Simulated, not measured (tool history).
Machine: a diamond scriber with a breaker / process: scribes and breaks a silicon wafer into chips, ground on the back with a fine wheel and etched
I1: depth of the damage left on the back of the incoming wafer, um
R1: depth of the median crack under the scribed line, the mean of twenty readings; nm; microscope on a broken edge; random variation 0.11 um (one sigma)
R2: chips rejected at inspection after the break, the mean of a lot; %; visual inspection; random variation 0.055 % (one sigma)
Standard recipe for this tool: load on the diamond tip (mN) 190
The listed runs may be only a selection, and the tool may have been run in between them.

{"run": 1, "day": 0.0, "load on the diamond tip (mN)": 223, "I1": 0.65, "R1": 9910, "R2": 1.38}
{"day": 1.712, "done": "diamond tip replaced by a new one"}
{"run": 2, "day": 3.992, "load on the diamond tip (mN)": 223, "I1": 0.6, "R1": 9750, "R2": 1.29}
{"run": 3, "day": 6.525, "load on the diamond tip (mN)": 147, "I1": 0.43, "R1": 6670, "R2": 14.54}
{"run": 4, "day": 8.554, "load on the diamond tip (mN)": 190, "I1": 0.57, "R1": 8560, "R2": 3.22}
{"run": 5, "day": 10.783, "load on the diamond tip (mN)": 190, "I1": 0.69, "R1": 8540, "R2": 3.74}
{"day": 12.054, "done": "load on the tip recalibrated"}
{"run": 6, "day": 12.529, "load on the diamond tip (mN)": 190, "I1": 0.66, "R1": 9810, "R2": 1.29}
{"run": 7, "day": 15.233, "load on the diamond tip (mN)": 227, "I1": 0.49, "R1": 11140, "R2": 3.69}
{"day": 17.604, "done": "diamond tip replaced by a new one"}
{"run": 8, "day": 18.917, "load on the diamond tip (mN)": 152, "I1": 0.48, "R1": 7680, "R2": 5.89}
{"run": 9, "day": 20.604, "load on the diamond tip (mN)": 175, "I1": 0.42, "R1": 8900, "R2": 2.13}
{"run": 10, "day": 24.329, "load on the diamond tip (mN)": 190, "I1": 0.64, "R1": 9570, "R2": 1.34}
{"run": 11, "day": 27.308, "load on the diamond tip (mN)": 190, "I1": 0.69, "R1": 9420, "R2": 1.49}
{"run": 12, "day": 30.588, "load on the diamond tip (mN)": 210, "I1": 0.73, "R1": 10190, "R2": 1.57}
{"run": 13, "day": 33.262, "load on the diamond tip (mN)": 151, "I1": 0.46, "R1": 7560, "R2": 8.18}
{"run": 14, "day": 36.633, "load on the diamond tip (mN)": 155, "I1": 0.5, "R1": 7680, "R2": 7.62}
{"day": 38.158, "done": "diamond tip replaced by a new one"}
{"run": 15, "day": 40.488, "load on the diamond tip (mN)": 134, "I1": 0.57, "R1": 6540, "R2": 16.46}
{"run": 16, "day": 43.696, "load on the diamond tip (mN)": 211, "I1": 0.73, "R1": 9620, "R2": 1.45}
{"run": 17, "day": 48.033, "load on the diamond tip (mN)": 190, "I1": 0.32, "R1": 8680, "R2": 2.52}
{"day": 51.783, "done": "load on the tip recalibrated"}
{"run": 18, "day": 52.321, "load on the diamond tip (mN)": 219, "I1": 0.74, "R1": 11060, "R2": 2.71}

What will run 19 give?
{"run": 19, "day": 54.471, "load on the diamond tip (mN)": 172, "I1": 0.48, "R1": "?", "R2": "?"}

R1: 8750 nm
R2: 2.37 %
Without the tool's hidden state the same run would have given R1 8890 nm, R2 2.06 %.
